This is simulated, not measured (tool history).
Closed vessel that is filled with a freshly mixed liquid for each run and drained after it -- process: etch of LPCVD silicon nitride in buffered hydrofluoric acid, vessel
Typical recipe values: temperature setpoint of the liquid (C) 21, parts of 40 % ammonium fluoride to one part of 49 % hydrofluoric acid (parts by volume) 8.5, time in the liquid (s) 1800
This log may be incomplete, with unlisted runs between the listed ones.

run,hour,temperature setpoint of the liquid (C),parts of 40 % ammonium fluoride to one part of 49 % hydrofluoric acid (parts by volume),time in the liquid (s),"read-back film thickness of the LPCVD silicon nitride reference wafer, read on the same gauge (nm)",thickness taken off the LPCVD silicon nitride on a monitor wafer (nm)
1,0,21,8.5,1800,79.99,26.07
2,19.3,21,8.5,1800,80,25.95
3,44.2,21,8.5,1800,80.04,25.6
4,71.6,21,8.5,1800,80.01,25.87
5,101.2,18,8.5,2165,80.03,26.16
6,117.7,18,8.5,2165,80,26.25
7,143.9,21,8.5,1800,80,25.66
8,156.8,21,8.5,1800,80.01,26.28
9,178.4,21,8.5,1800,80.02,25.77
10,195.8,21,8.5,1800,79.96,25.89
11,211,21,7,1310,80.01,23.49
12,225.9,21,7,1310,79.96,23.12
13,248.9,21,6,1800,79.99,36.8
14,269.2,21,8.5,1800,80.02,25.95
15,323.8,21,10,2395,80.02,30.71
16,347,21,8.5,2080,80,29.72
17,375.6,21,8.5,1800,80,26.1
18,397.2,25.5,6,2435,79.98,62.63
19,416.1,18.5,11.5,2420,80.01,23.23
# hour 432.4: hydrofluoric acid flow meter replaced
# hour 477.9: thermometer replaced
# hour 498.2: gauge calibrated
20,512,21,8.5,1800,80.02,25.97
21,537.4,21,8.5,1800,79.99,25.53
22,554.5,22.5,8.5,2560,80,39.71
23,577,21,8.5,1800,80,26.29
24,589.6,19.5,9.5,2765,80.02,33.07
25,606.6,21,8.5,1800,80,25.94
26,656.1,19.5,5.5,1340,80.06,26.65
27,680.1,21,12,1380,80.03,14.63

What if the next run were any one of these 5? Each begins from the tool's condition after run 27:
A,681.2,21,8.5,1800,?,?
B,681.2,21,8.5,990,?,?
C,681.2,21,11.5,1515,?,?
D,681.2,21,9.5,1800,?,?
E,681.2,24.5,6.5,1800,?,?

run,"read-back film thickness of the LPCVD silicon nitride reference wafer, read on the same gauge (nm)",thickness taken off the LPCVD silicon nitride on a monitor wafer (nm)
A,80,26.04
B,80,14.32
C,80,16.82
D,80,23.66
E,80,41.52
Without the tool's unlogged condition, the same runs would have read:
run,thickness taken off the LPCVD silicon nitride on a monitor wafer (nm)
A,26.04
B,14.32
C,16.82
D,23.66
E,41.52
